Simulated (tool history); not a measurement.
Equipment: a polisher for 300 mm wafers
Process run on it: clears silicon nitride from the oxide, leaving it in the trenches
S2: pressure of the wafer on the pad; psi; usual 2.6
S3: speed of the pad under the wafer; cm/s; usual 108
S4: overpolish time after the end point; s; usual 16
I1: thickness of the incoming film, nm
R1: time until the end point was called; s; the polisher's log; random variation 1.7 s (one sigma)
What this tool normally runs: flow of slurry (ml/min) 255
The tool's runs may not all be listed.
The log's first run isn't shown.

run 2 hour=17.4 | flow_of_slurry_(ml/min)=255 S2=3.2 S3=108 S4=16 | I1=120.6 | R1=117.7
run 3 hour=30.6 | flow_of_slurry_(ml/min)=255 S2=3.2 S3=108 S4=16 | I1=120.6 | R1=118.4
run 4 hour=36.8 | flow_of_slurry_(ml/min)=255 S2=3.0 S3=108 S4=16 | I1=120.1 | R1=126.5
-- hour=46.0 worn pad replaced by a new one
run 5 hour=46.5 | flow_of_slurry_(ml/min)=255 S2=3.0 S3=108 S4=16 | I1=120.4 | R1=126.3
-- hour=92.2 slurry nozzle cleaned
run 6 hour=92.7 | flow_of_slurry_(ml/min)=255 S2=3.0 S3=108 S4=16 | I1=119.9 | R1=124.0
run 7 hour=98.1 | flow_of_slurry_(ml/min)=255 S2=2.6 S3=108 S4=16 | I1=121.4 | R1=148.5
run 8 hour=108.9 | flow_of_slurry_(ml/min)=255 S2=2.6 S3=108 S4=16 | I1=119.4 | R1=144.1
run 9 hour=116.2 | flow_of_slurry_(ml/min)=255 S2=2.6 S3=108 S4=16 | I1=119.1 | R1=144.1
run 10 hour=126.7 | flow_of_slurry_(ml/min)=255 S2=2.6 S3=108 S4=16 | I1=121.3 | R1=145.9
run 11 hour=139.7 | flow_of_slurry_(ml/min)=255 S2=2.6 S3=108 S4=20 | I1=118.4 | R1=142.9
run 12 hour=148.8 | flow_of_slurry_(ml/min)=255 S2=2.6 S3=108 S4=16 | I1=119.0 | R1=146.0
-- hour=159.4 worn pad replaced by a new one
run 13 hour=159.9 | flow_of_slurry_(ml/min)=255 S2=2.6 S3=108 S4=16 | I1=118.5 | R1=142.5
run 14 hour=174.6 | flow_of_slurry_(ml/min)=255 S2=2.6 S3=108 S4=16 | I1=118.4 | R1=142.9
run 15 hour=182.0 | flow_of_slurry_(ml/min)=255 S2=2.6 S3=108 S4=16 | I1=120.0 | R1=150.9
run 16 hour=190.9 | flow_of_slurry_(ml/min)=255 S2=2.6 S3=108 S4=16 | I1=119.4 | R1=146.6
run 17 hour=198.6 | flow_of_slurry_(ml/min)=255 S2=2.6 S3=108 S4=16 | I1=121.2 | R1=143.7
run 18 hour=216.3 | flow_of_slurry_(ml/min)=255 S2=2.6 S3=108 S4=16 | I1=119.7 | R1=145.9
run 19 hour=230.1 | flow_of_slurry_(ml/min)=320 S2=3.0 S3=108 S4=19 | I1=121.9 | R1=125.6

What does the tool deliver on the next run?
run 20 hour=245.1 | flow_of_slurry_(ml/min)=320 S2=3.0 S3=108 S4=19 | I1=120.0 | R1=?

{"run 20": {"R1": 124.7}}
The same run, on a tool lacking any hidden state, would have yielded R1 110.7 s.

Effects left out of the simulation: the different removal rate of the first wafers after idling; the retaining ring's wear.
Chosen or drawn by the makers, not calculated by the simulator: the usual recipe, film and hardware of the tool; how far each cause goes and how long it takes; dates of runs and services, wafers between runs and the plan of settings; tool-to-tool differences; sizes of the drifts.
